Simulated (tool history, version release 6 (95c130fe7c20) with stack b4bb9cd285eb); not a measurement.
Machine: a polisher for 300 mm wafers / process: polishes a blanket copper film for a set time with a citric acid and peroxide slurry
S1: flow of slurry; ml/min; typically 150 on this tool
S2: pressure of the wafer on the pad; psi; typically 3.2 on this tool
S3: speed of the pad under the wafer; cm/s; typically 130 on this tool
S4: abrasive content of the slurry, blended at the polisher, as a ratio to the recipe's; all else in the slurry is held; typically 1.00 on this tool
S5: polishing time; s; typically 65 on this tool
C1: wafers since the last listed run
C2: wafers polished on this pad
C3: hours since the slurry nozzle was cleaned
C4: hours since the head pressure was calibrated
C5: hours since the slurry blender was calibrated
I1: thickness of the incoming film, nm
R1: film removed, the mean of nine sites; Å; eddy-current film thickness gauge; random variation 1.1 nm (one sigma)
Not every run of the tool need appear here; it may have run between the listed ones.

run,day,S1,S2,S3,S4,S5,C1,C2,C3,C4,C5,I1,R1
1,0.000,150,3.2,130,1.00,65,0,2690,531.0,282.7,243.9,710.2,1653
# day 3.050: worn pad replaced by a new one
2,4.646,150,3.2,130,1.00,65,779,277,642.5,394.2,355.4,715.7,1611
# day 7.029: head pressure recalibrated
# day 8.550: slurry nozzle cleaned
3,9.108,150,3.2,130,1.00,65,754,1032,13.4,49.9,462.5,735.1,1754
# day 11.696: slurry blender recalibrated
4,11.971,150,3.2,130,1.00,58,483,1516,82.1,118.6,6.6,717.7,1569
5,13.533,150,3.2,130,1.00,58,271,1787,119.6,156.1,44.1,710.7,1546
6,17.325,150,3.2,130,1.00,65,659,2447,210.6,247.1,135.1,722.0,1703
7,21.246,150,3.2,130,1.00,65,682,3129,304.7,341.2,229.2,724.2,1670
8,23.125,150,3.2,130,1.00,65,326,3456,349.8,386.3,274.3,719.8,1665
# day 24.354: worn pad replaced by a new one
# day 24.688: head pressure recalibrated
9,25.238,150,3.2,130,1.00,65,324,139,400.5,13.2,325.0,721.3,1712
# day 28.279: slurry blender recalibrated
10,29.154,150,3.2,130,1.00,65,666,806,494.5,107.2,21.0,712.3,1704
11,31.888,150,3.2,130,1.00,65,475,1281,560.1,172.8,86.6,727.0,1691
12,35.325,150,3.2,130,1.25,65,598,1880,642.6,255.3,169.1,726.6,1786
13,37.712,150,3.2,130,1.00,65,415,2295,699.9,312.6,226.4,710.2,1655
# day 38.367: slurry nozzle cleaned
14,40.562,150,3.2,130,1.00,65,488,2784,52.7,381.0,294.8,715.3,1627
15,43.004,195,3.2,150,1.30,79,424,3208,111.3,439.6,353.4,713.9,2367
16,45.242,150,3.6,92,1.00,79,389,3598,165.0,493.3,407.1,726.6,1660
# day 46.221: worn pad replaced by a new one
# day 46.288: head pressure recalibrated
17,48.579,180,3.2,148,1.30,65,539,398,245.1,55.0,487.2,723.7,2076
# day 48.858: slurry blender recalibrated
18,52.575,170,2.9,144,1.00,83,680,1079,341.0,150.9,89.2,716.3,2292
19,54.821,150,3.2,160,1.00,65,390,1470,394.9,204.8,143.1,715.2,1996
20,56.946,150,2.3,130,1.00,65,369,1840,445.9,255.8,194.1,719.3,1342
21,60.258,170,3.2,152,1.00,65,576,2416,525.4,335.3,273.6,712.9,1902
22,64.075,150,3.2,130,1.00,65,664,3080,617.0,426.9,365.2,711.4,1619
# day 64.942: worn pad replaced by a new one
# day 67.767: head pressure recalibrated
23,67.892,150,3.2,94,0.80,84,620,498,708.6,3.0,456.8,712.5,1728
# day 69.571: slurry nozzle cleaned
24,69.729,150,3.2,130,1.00,65,312,811,3.8,47.1,500.9,715.7,1756
# day 70.117: slurry blender recalibrated
25,72.329,150,2.8,176,1.00,49,437,1249,66.2,109.5,53.1,722.5,1489
26,74.050,150,3.6,156,1.00,65,299,1548,107.5,150.8,94.4,709.4,2189
27,82.788,175,4.2,130,1.00,65,1520,3068,317.2,360.5,304.1,711.6,2127
28,85.446,150,3.2,130,1.00,65,462,3531,381.0,424.3,367.9,715.0,1628
# day 86.304: worn pad replaced by a new one
# day 86.379: head pressure recalibrated
# day 87.550: slurry blender recalibrated
29,88.862,150,3.2,130,1.00,65,537,417,463.0,59.6,31.5,713.1,1767
30,90.646,105,2.6,130,1.00,65,310,727,505.8,102.4,74.3,726.5,1367

What if the next run were any one of these 4? Each begins from the tool's condition after run 30:
A,90.662,150,3.2,130,1.00,65,2,730,506.2,102.8,74.7,714.3,?
B,90.662,165,3.9,130,1.00,65,2,730,506.2,102.8,74.7,714.3,?
C,90.662,185,3.2,148,1.00,65,2,730,506.2,102.8,74.7,714.3,?
D,90.662,150,3.8,154,1.00,65,2,730,506.2,102.8,74.7,714.3,?

run,R1
A,1754
B,2088
C,1994
D,2271
The same runs, with their run-to-run variation unchanged, on a tool lacking any hidden condition would have given:
run,R1
A,1740
B,2072
C,1978
D,2252

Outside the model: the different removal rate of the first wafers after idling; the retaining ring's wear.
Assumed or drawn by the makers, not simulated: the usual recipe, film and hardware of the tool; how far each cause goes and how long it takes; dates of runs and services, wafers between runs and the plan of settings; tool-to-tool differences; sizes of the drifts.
